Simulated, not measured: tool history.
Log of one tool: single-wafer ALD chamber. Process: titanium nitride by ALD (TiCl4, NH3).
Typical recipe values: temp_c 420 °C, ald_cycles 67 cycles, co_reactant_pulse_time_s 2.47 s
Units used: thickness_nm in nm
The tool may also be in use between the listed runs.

run	hour	temp_c	ald_cycles	co_reactant_pulse_time_s	wafers since the last listed run	hours since the last thermocouple change	hours since the showerhead was replaced	hours since the gauge calibration	read-back reference wafer on the same gauge, thickness_nm	thickness_nm
1	0	420	74	2.22	0	635.1	3732.4	585.3	1.553	1.706
2	88.3	420	67	2.47	403	723.4	3820.7	673.6	1.554	1.548
3	162.6	420	67	2.47	339	797.7	3895	747.9	1.556	1.549
4	210.8	420	67	2.47	220	845.9	3943.2	796.1	1.555	1.556
5	272.6	420	63	2.47	282	907.7	4005	857.9	1.556	1.463
6	316.6	420	63	2.47	200	951.7	4049	901.9	1.556	1.455
7	389.4	420	67	2.47	332	1024.5	4121.8	974.7	1.557	1.553
8	491.5	420	67	2.47	466	1126.6	4223.9	1076.8	1.558	1.553
9	585.6	420	67	2.25	429	1220.7	4318	1170.9	1.558	1.55
10	637.9	420	67	2.25	238	1273	4370.3	1223.2	1.559	1.548
11	691.8	420	67	2.25	246	1326.9	4424.2	1277.1	1.561	1.55
12	756.9	420	67	2.47	297	1392	4489.3	1342.2	1.56	1.56
13	796.5	420	67	2.47	180	1431.6	4528.9	1381.8	1.561	1.56
# hour 831.2: showerhead replaced
14	894.7	425	67	2.47	411	1529.8	63.5	1480	1.561	1.561
15	1143.5	420	67	2.47	1136	1778.6	312.3	1728.8	1.565	1.562
16	1211.5	420	67	3.12	310	1846.6	380.3	1796.8	1.566	1.565
17	1302.6	420	67	3.12	416	1937.7	471.4	1887.9	1.565	1.579
18	1389.2	410	67	2.47	395	2024.3	558	1974.5	1.565	1.563
19	1480	420	67	2.47	414	2115.1	648.8	2065.3	1.566	1.565
20	1579.5	420	75	1.59	454	2214.6	748.3	2164.8	1.567	1.727
21	1653.8	411	63	3.34	339	2288.9	822.6	2239.1	1.568	1.485
22	1724.7	420	67	2.47	323	2359.8	893.5	2310	1.569	1.566
23	1779	424	60	1.8	248	2414.1	947.8	2364.3	1.569	1.389
24	1855.5	431	77	2.01	349	2490.6	1024.3	2440.8	1.57	1.787
# hour 1876.1: gauge calibrated
# hour 1930.1: thermocouple changed; heater temperature recalibrated
25	2092.2	420	67	2.47	1044	162.1	1261	216.1	1.551	1.549
26	2144.4	420	76	2.94	238	214.3	1313.2	268.3	1.551	1.761
27	2181	420	77	3.35	167	250.9	1349.8	304.9	1.55	1.796
28	2249	420	67	2.47	310	318.9	1417.8	372.9	1.552	1.548
29	2292.5	420	67	2.47	198	362.4	1461.3	416.4	1.552	1.548
30	2370.6	414	54	1.57	356	440.5	1539.4	494.5	1.553	1.215
31	2420.5	420	67	2.47	227	490.4	1589.3	544.4	1.553	1.55
32	2482.5	420	61	2.84	283	552.4	1651.3	606.4	1.554	1.417
33	2527.2	420	58	1.85	204	597.1	1696	651.1	1.555	1.331
34	2620.4	420	67	2.47	425	690.3	1789.2	744.3	1.555	1.55
35	2728	420	62	2.98	491	797.9	1896.8	851.9	1.555	1.452
36	2789	416	60	2.94	278	858.9	1957.8	912.9	1.557	1.398
37	2849.3	420	67	2.47	275	919.2	2018.1	973.2	1.557	1.551
38	2930.7	420	57	2.04	371	1000.6	2099.5	1054.6	1.557	1.318
39	3013.9	408	75	1.87	380	1083.8	2182.7	1137.8	1.56	1.707

Alternative continuations, all from the tool just after run 39; predict every row:
A	3014.5	420	67	2.47	2	1084.4	2183.3	1138.4	?	?
B	3014.5	409	57	1.97	2	1084.4	2183.3	1138.4	?	?
C	3014.5	425	61	2.47	2	1084.4	2183.3	1138.4	?	?
D	3014.5	411	67	1.75	2	1084.4	2183.3	1138.4	?	?
E	3014.5	408	59	1.7	2	1084.4	2183.3	1138.4	?	?

run	read-back reference wafer on the same gauge, thickness_nm	thickness_nm
A	1.558	1.557
B	1.558	1.307
C	1.558	1.42
D	1.558	1.527
E	1.558	1.34
Without the tool's hidden state the same runs would have given:
run	thickness_nm
A	1.549
B	1.3
C	1.412
D	1.519
E	1.333
